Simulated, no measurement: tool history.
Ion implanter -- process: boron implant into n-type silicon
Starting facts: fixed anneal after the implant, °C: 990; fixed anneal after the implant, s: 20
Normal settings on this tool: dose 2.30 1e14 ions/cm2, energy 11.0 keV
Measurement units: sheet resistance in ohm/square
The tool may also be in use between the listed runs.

| run | hour | dose | energy | read-back reference wafer on the same gauge, sheet resistance | sheet resistance |
|---|---|---|---|---|---|
| 1 | 0.0 | 2.30 | 11.0 | 493.02 | 444.31 |
| 2 | 41.5 | 2.59 | 11.0 | 492.77 | 402.31 |
| 3 | 99.3 | 2.59 | 11.0 | 491.79 | 400.46 |
| 4 | 134.7 | 2.30 | 9.0 | 492.53 | 451.81 |
| 5 | 188.5 | 2.67 | 11.0 | 492.52 | 388.16 |
| 6 | 253.3 | 2.30 | 11.0 | 492.22 | 444.68 |
|  | 300.1 | gauge calibrated |
| 7 | 302.8 | 2.30 | 11.0 | 492.74 | 438.84 |
| 8 | 363.3 | 2.30 | 11.0 | 493.98 | 439.35 |
| 9 | 433.6 | 2.30 | 11.0 | 494.14 | 439.39 |
| 10 | 473.3 | 2.30 | 11.0 | 494.23 | 438.47 |
| 11 | 540.4 | 2.30 | 11.0 | 492.89 | 437.07 |
| 12 | 589.4 | 2.30 | 11.0 | 491.93 | 441.77 |
| 13 | 615.4 | 2.30 | 11.0 | 492.00 | 437.84 |
| 14 | 671.0 | 1.80 | 12.5 | 491.69 | 523.61 |
| 15 | 769.1 | 2.30 | 11.0 | 492.56 | 435.20 |
| 16 | 809.7 | 2.70 | 11.0 | 493.24 | 382.68 |
| 17 | 881.2 | 2.30 | 11.0 | 491.70 | 436.00 |
| 18 | 919.7 | 1.79 | 11.0 | 492.35 | 531.33 |
| 19 | 955.3 | 2.30 | 9.0 | 493.17 | 445.83 |
| 20 | 997.5 | 2.56 | 7.0 | 493.99 | 413.33 |
| 21 | 1044.8 | 2.48 | 8.0 | 492.95 | 421.97 |
| 22 | 1073.9 | 2.30 | 11.0 | 493.50 | 435.69 |
|  | 1128.8 | extraction supply calibrated |
| 23 | 1135.0 | 2.30 | 15.0 | 492.41 | 418.16 |
|  | 1156.7 | Faraday cup replaced and dose calibrated |
| 24 | 1160.0 | 1.85 | 10.0 | 492.56 | 536.65 |
| 25 | 1248.0 | 2.55 | 7.5 | 493.61 | 427.87 |
| 26 | 1300.9 | 2.30 | 11.0 | 493.05 | 444.91 |
| 27 | 1345.3 | 2.30 | 11.0 | 493.81 | 446.62 |
| 28 | 1413.4 | 2.08 | 11.0 | 494.03 | 480.64 |
| 29 | 1475.1 | 2.30 | 11.0 | 491.81 | 443.48 |
| 30 | 1534.5 | 2.87 | 14.5 | 493.50 | 361.48 |
| 31 | 1576.3 | 2.30 | 11.0 | 494.04 | 445.21 |
| 32 | 1653.8 | 2.30 | 8.5 | 493.61 | 460.12 |
| 33 | 1718.3 | 2.30 | 11.0 | 493.38 | 446.25 |
| 34 | 1787.9 | 2.30 | 13.0 | 493.37 | 432.13 |
| 35 | 1814.4 | 2.30 | 13.5 | 492.05 | 434.36 |
| 36 | 1861.9 | 2.95 | 11.0 | 491.91 | 364.40 |
| 37 | 1895.3 | 1.83 | 11.0 | 493.24 | 536.13 |

Below are 4 alternative next runs, each starting from the tool's condition after run 37. Predict each:
| A | 1895.7 | 2.30 | 11.0 | ? | ? |
| B | 1895.7 | 2.48 | 11.0 | ? | ? |
| C | 1895.7 | 2.64 | 7.5 | ? | ? |
| D | 1895.7 | 2.30 | 14.5 | ? | ? |

| run | read-back reference wafer on the same gauge, sheet resistance | sheet resistance |
|---|---|---|
| A | 492.62 | 445.92 |
| B | 492.62 | 419.36 |
| C | 492.62 | 416.39 |
| D | 492.62 | 431.28 |
What these runs would have given with no unlogged condition in the tool:
| run | sheet resistance |
|---|---|
| A | 450.50 |
| B | 423.69 |
| C | 420.77 |
| D | 435.66 |
